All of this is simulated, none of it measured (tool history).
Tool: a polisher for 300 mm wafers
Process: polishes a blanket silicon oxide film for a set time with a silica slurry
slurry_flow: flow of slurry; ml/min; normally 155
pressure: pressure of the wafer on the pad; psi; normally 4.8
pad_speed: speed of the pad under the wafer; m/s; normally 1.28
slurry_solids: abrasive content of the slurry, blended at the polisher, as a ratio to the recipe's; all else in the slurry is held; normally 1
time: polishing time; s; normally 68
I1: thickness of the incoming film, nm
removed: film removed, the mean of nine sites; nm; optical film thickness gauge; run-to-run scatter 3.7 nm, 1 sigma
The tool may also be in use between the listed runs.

run 1 hour=0 | slurry_flow=155 pressure=4.8 pad_speed=1.28 slurry_solids=1 time=68 | I1=1206.9 | removed=237.9
run 2 hour=7.7 | slurry_flow=155 pressure=4.8 pad_speed=1.28 slurry_solids=1 time=68 | I1=1202.2 | removed=231.2
run 3 hour=15.2 | slurry_flow=155 pressure=4.8 pad_speed=1.28 slurry_solids=1.2 time=68 | I1=1203.5 | removed=245
run 4 hour=28.3 | slurry_flow=155 pressure=4.8 pad_speed=1.28 slurry_solids=1.2 time=68 | I1=1216 | removed=241.2
run 5 hour=40.5 | slurry_flow=155 pressure=4.8 pad_speed=1.28 slurry_solids=1.2 time=68 | I1=1198 | removed=235
run 6 hour=47.7 | slurry_flow=155 pressure=4.8 pad_speed=1.12 slurry_solids=1 time=68 | I1=1200.8 | removed=198.4
run 7 hour=60.4 | slurry_flow=155 pressure=4.8 pad_speed=1.12 slurry_solids=1 time=68 | I1=1201.2 | removed=199.5
run 8 hour=73 | slurry_flow=155 pressure=4.8 pad_speed=1.12 slurry_solids=1 time=68 | I1=1209.8 | removed=195.9
-- hour=86.8 conditioning disc replaced and pad reconditioned
-- hour=92 head pressure recalibrated
-- hour=98.5 slurry nozzle cleaned
-- hour=101.6 slurry blender recalibrated
run 9 hour=110.4 | slurry_flow=155 pressure=4.8 pad_speed=1.28 slurry_solids=1 time=68 | I1=1201.9 | removed=232.2
-- hour=114.7 worn pad replaced by a new one
run 10 hour=125.8 | slurry_flow=155 pressure=4.8 pad_speed=1.28 slurry_solids=1 time=68 | I1=1186.6 | removed=260.7
run 11 hour=141.2 | slurry_flow=155 pressure=4.8 pad_speed=1.28 slurry_solids=1 time=68 | I1=1216 | removed=252.3
run 12 hour=154.9 | slurry_flow=155 pressure=4.8 pad_speed=1.28 slurry_solids=1 time=68 | I1=1207.8 | removed=241
run 13 hour=171.2 | slurry_flow=155 pressure=4.8 pad_speed=1.28 slurry_solids=1 time=68 | I1=1187.3 | removed=238.2
run 14 hour=178.2 | slurry_flow=155 pressure=4.8 pad_speed=1.28 slurry_solids=1 time=68 | I1=1190.2 | removed=233.1
run 15 hour=188.1 | slurry_flow=155 pressure=4.8 pad_speed=1.28 slurry_solids=1 time=68 | I1=1200.8 | removed=227
run 16 hour=204.9 | slurry_flow=155 pressure=4.8 pad_speed=1.44 slurry_solids=1 time=55 | I1=1204.2 | removed=197.9
run 17 hour=213.9 | slurry_flow=155 pressure=4.8 pad_speed=1.6 slurry_solids=0.9 time=68 | I1=1189.9 | removed=241.8
run 18 hour=223.7 | slurry_flow=190 pressure=4.8 pad_speed=1.28 slurry_solids=0.75 time=68 | I1=1190.6 | removed=200.8
-- hour=234.3 worn pad replaced by a new one
run 19 hour=236.1 | slurry_flow=155 pressure=4.8 pad_speed=1.42 slurry_solids=1 time=68 | I1=1182.3 | removed=277
run 20 hour=244.8 | slurry_flow=155 pressure=4.8 pad_speed=1.58 slurry_solids=1 time=54 | I1=1192.2 | removed=223.6
run 21 hour=261 | slurry_flow=155 pressure=4.8 pad_speed=1.28 slurry_solids=1 time=68 | I1=1211.5 | removed=240.5
run 22 hour=273.2 | slurry_flow=155 pressure=4.8 pad_speed=1.28 slurry_solids=1 time=49 | I1=1222.2 | removed=174.3
run 23 hour=283.4 | slurry_flow=155 pressure=4.8 pad_speed=1.28 slurry_solids=1 time=75 | I1=1199.7 | removed=258.8
run 24 hour=335.9 | slurry_flow=155 pressure=4.8 pad_speed=1.28 slurry_solids=1 time=68 | I1=1209.5 | removed=214.4
-- hour=344 worn pad replaced by a new one
run 25 hour=344.5 | slurry_flow=140 pressure=3.3 pad_speed=1.28 slurry_solids=1 time=68 | I1=1208 | removed=163.1
run 26 hour=353.3 | slurry_flow=155 pressure=4.8 pad_speed=1.28 slurry_solids=0.8 time=58 | I1=1194 | removed=181.8

Consider 4 possible next runs. They are alternatives, not a sequence: every one starts from the tool as it was left by run 26. What does each give?
run A hour=353.7 | slurry_flow=155 pressure=4.8 pad_speed=1.28 slurry_solids=1.1 time=68 | I1=1202 | removed=?
run B hour=353.7 | slurry_flow=155 pressure=4.8 pad_speed=1.44 slurry_solids=1 time=88 | I1=1202 | removed=?
run C hour=353.7 | slurry_flow=155 pressure=4.8 pad_speed=1.28 slurry_solids=1.25 time=68 | I1=1202 | removed=?
run D hour=353.7 | slurry_flow=155 pressure=4.8 pad_speed=1.28 slurry_solids=1 time=44 | I1=1202 | removed=?

run=A removed=239.9
run=B removed=316.3
run=C removed=252.7
run=D removed=149.2
Take away the tool's hidden state, keep each run's random variation, and the runs would have read:
run=A removed=288.4
run=B removed=382.3
run=C removed=301.8
run=D removed=180.3

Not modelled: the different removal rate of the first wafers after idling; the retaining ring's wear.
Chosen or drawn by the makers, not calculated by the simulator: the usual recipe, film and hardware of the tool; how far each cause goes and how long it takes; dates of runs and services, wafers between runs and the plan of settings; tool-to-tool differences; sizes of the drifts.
